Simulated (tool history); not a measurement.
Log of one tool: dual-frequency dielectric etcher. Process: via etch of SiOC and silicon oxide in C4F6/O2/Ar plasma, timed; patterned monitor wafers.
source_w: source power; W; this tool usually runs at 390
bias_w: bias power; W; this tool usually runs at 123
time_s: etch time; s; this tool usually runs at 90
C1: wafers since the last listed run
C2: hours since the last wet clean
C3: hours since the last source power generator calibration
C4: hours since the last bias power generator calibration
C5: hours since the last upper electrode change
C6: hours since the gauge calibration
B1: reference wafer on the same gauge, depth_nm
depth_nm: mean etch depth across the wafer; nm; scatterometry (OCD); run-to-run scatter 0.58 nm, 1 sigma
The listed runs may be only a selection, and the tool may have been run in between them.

run 1 hour=0 | source_w=390 bias_w=123 time_s=90 | C1=0 C2=321.9 C3=399.8 C4=3447.6 C5=1758.1 C6=1978.8 | B1=88.8 | depth_nm=83.5
run 2 hour=52.4 | source_w=390 bias_w=123 time_s=90 | C1=360 C2=374.3 C3=452.2 C4=3500 C5=1810.5 C6=2031.2 | B1=88.7 | depth_nm=83.7
run 3 hour=124.8 | source_w=390 bias_w=123 time_s=90 | C1=498 C2=446.7 C3=524.6 C4=3572.4 C5=1882.9 C6=2103.6 | B1=88.7 | depth_nm=83.1
run 4 hour=221.1 | source_w=390 bias_w=123 time_s=71 | C1=662 C2=543 C3=620.9 C4=3668.7 C5=1979.2 C6=2199.9 | B1=88.7 | depth_nm=65.1
run 5 hour=280 | source_w=390 bias_w=123 time_s=71 | C1=405 C2=601.9 C3=679.8 C4=3727.6 C5=2038.1 C6=2258.8 | B1=88.8 | depth_nm=64.1
run 6 hour=378 | source_w=390 bias_w=123 time_s=71 | C1=674 C2=699.9 C3=777.8 C4=3825.6 C5=2136.1 C6=2356.8 | B1=88.8 | depth_nm=64.4
-- hour=424.9 wet clean of the chamber
run 7 hour=480.7 | source_w=390 bias_w=123 time_s=90 | C1=541 C2=55.8 C3=880.5 C4=3928.3 C5=2238.8 C6=2459.5 | B1=88.6 | depth_nm=85.6
run 8 hour=720.5 | source_w=390 bias_w=123 time_s=90 | C1=1650 C2=295.6 C3=1120.3 C4=4168.1 C5=2478.6 C6=2699.3 | B1=88.7 | depth_nm=83.6
run 9 hour=807.8 | source_w=390 bias_w=123 time_s=90 | C1=600 C2=382.9 C3=1207.6 C4=4255.4 C5=2565.9 C6=2786.6 | B1=88.7 | depth_nm=82.6
run 10 hour=848.5 | source_w=450 bias_w=153 time_s=90 | C1=280 C2=423.6 C3=1248.3 C4=4296.1 C5=2606.6 C6=2827.3 | B1=88.7 | depth_nm=92.3
-- hour=888.9 bias power generator calibrated
-- hour=1073 wet clean of the chamber
run 11 hour=1075 | source_w=460 bias_w=123 time_s=97 | C1=1366 C2=2 C3=1474.8 C4=186.1 C5=2833.1 C6=3053.8 | B1=88.9 | depth_nm=97.6
run 12 hour=1174.8 | source_w=390 bias_w=101 time_s=90 | C1=686 C2=101.8 C3=1574.6 C4=285.9 C5=2932.9 C6=3153.6 | B1=88.7 | depth_nm=80.3
run 13 hour=1216.1 | source_w=390 bias_w=114 time_s=102 | C1=284 C2=143.1 C3=1615.9 C4=327.2 C5=2974.2 C6=3194.9 | B1=88.6 | depth_nm=93
run 14 hour=1262.8 | source_w=430 bias_w=133 time_s=100.5 | C1=321 C2=189.8 C3=1662.6 C4=373.9 C5=3020.9 C6=3241.6 | B1=88.8 | depth_nm=99
run 15 hour=1324.9 | source_w=300 bias_w=106 time_s=112.5 | C1=427 C2=251.9 C3=1724.7 C4=436 C5=3083 C6=3303.7 | B1=88.8 | depth_nm=93.6
-- hour=1352.8 upper electrode replaced
run 16 hour=1366.6 | source_w=390 bias_w=107 time_s=90 | C1=121 C2=293.6 C3=1766.4 C4=477.7 C5=13.8 C6=3345.4 | B1=88.7 | depth_nm=80.2
run 17 hour=1554.4 | source_w=460 bias_w=123 time_s=108.5 | C1=1292 C2=481.4 C3=1954.2 C4=665.5 C5=201.6 C6=3533.2 | B1=88.5 | depth_nm=105
run 18 hour=1650 | source_w=390 bias_w=123 time_s=90 | C1=657 C2=577 C3=2049.8 C4=761.1 C5=297.2 C6=3628.8 | B1=88.6 | depth_nm=82.8
run 19 hour=1703 | source_w=390 bias_w=123 time_s=90 | C1=364 C2=630 C3=2102.8 C4=814.1 C5=350.2 C6=3681.8 | B1=88.8 | depth_nm=81.6
-- hour=1783.7 wet clean of the chamber
-- hour=1882.9 source power generator calibrated
-- hour=1927.1 gauge calibrated
run 20 hour=2005.9 | source_w=390 bias_w=123 time_s=99 | C1=1892 C2=222.2 C3=123 C4=1117 C5=653.1 C6=78.8 | B1=88.7 | depth_nm=93.5
run 21 hour=2079.3 | source_w=390 bias_w=123 time_s=78.5 | C1=505 C2=295.6 C3=196.4 C4=1190.4 C5=726.5 C6=152.2 | B1=88.5 | depth_nm=73.8
run 22 hour=2155.3 | source_w=440 bias_w=140 time_s=113.5 | C1=523 C2=371.6 C3=272.4 C4=1266.4 C5=802.5 C6=228.2 | B1=88.6 | depth_nm=113.2
run 23 hour=2193.2 | source_w=320 bias_w=123 time_s=90 | C1=260 C2=409.5 C3=310.3 C4=1304.3 C5=840.4 C6=266.1 | B1=88.5 | depth_nm=79.2
run 24 hour=2237.8 | source_w=440 bias_w=140 time_s=113.5 | C1=306 C2=454.1 C3=354.9 C4=1348.9 C5=885 C6=310.7 | B1=88.8 | depth_nm=112.2
run 25 hour=2284.5 | source_w=390 bias_w=123 time_s=81 | C1=321 C2=500.8 C3=401.6 C4=1395.6 C5=931.7 C6=357.4 | B1=88.8 | depth_nm=74.4
-- hour=2461.5 wet clean of the chamber
run 26 hour=2577.9 | source_w=390 bias_w=123 time_s=78.5 | C1=1854 C2=116.4 C3=695 C4=1689 C5=1225.1 C6=650.8 | B1=88.7 | depth_nm=74.9
run 27 hour=2633.1 | source_w=390 bias_w=123 time_s=90 | C1=379 C2=171.6 C3=750.2 C4=1744.2 C5=1280.3 C6=706 | B1=88.7 | depth_nm=85.5
run 28 hour=2680 | source_w=470 bias_w=123 time_s=69 | C1=322 C2=218.5 C3=797.1 C4=1791.1 C5=1327.2 C6=752.9 | B1=88.6 | depth_nm=69.1
run 29 hour=2734.2 | source_w=360 bias_w=148 time_s=105.5 | C1=373 C2=272.7 C3=851.3 C4=1845.3 C5=1381.4 C6=807.1 | B1=88.7 | depth_nm=103
run 30 hour=2788 | source_w=340 bias_w=123 time_s=110.5 | C1=370 C2=326.5 C3=905.1 C4=1899.1 C5=1435.2 C6=860.9 | B1=88.6 | depth_nm=99

Consider 3 possible next runs. They are alternatives, not a sequence: every one starts from the tool as it was left by run 30. What does each give?
run A hour=2788.4 | source_w=390 bias_w=123 time_s=90 | C1=2 C2=326.9 C3=905.5 C4=1899.5 C5=1435.6 C6=861.3 | B1=? | depth_nm=?
run B hour=2788.4 | source_w=300 bias_w=149 time_s=104.5 | C1=2 C2=326.9 C3=905.5 C4=1899.5 C5=1435.6 C6=861.3 | B1=? | depth_nm=?
run C hour=2788.4 | source_w=340 bias_w=123 time_s=90 | C1=2 C2=326.9 C3=905.5 C4=1899.5 C5=1435.6 C6=861.3 | B1=? | depth_nm=?

run=A B1=88.7 depth_nm=83.7
run=B B1=88.7 depth_nm=95.4
run=C B1=88.7 depth_nm=80.4
With the hidden condition removed and each run's random variation left untouched, the same runs would have given:
run=A depth_nm=85.8
run=B depth_nm=97.8
run=C depth_nm=82.4
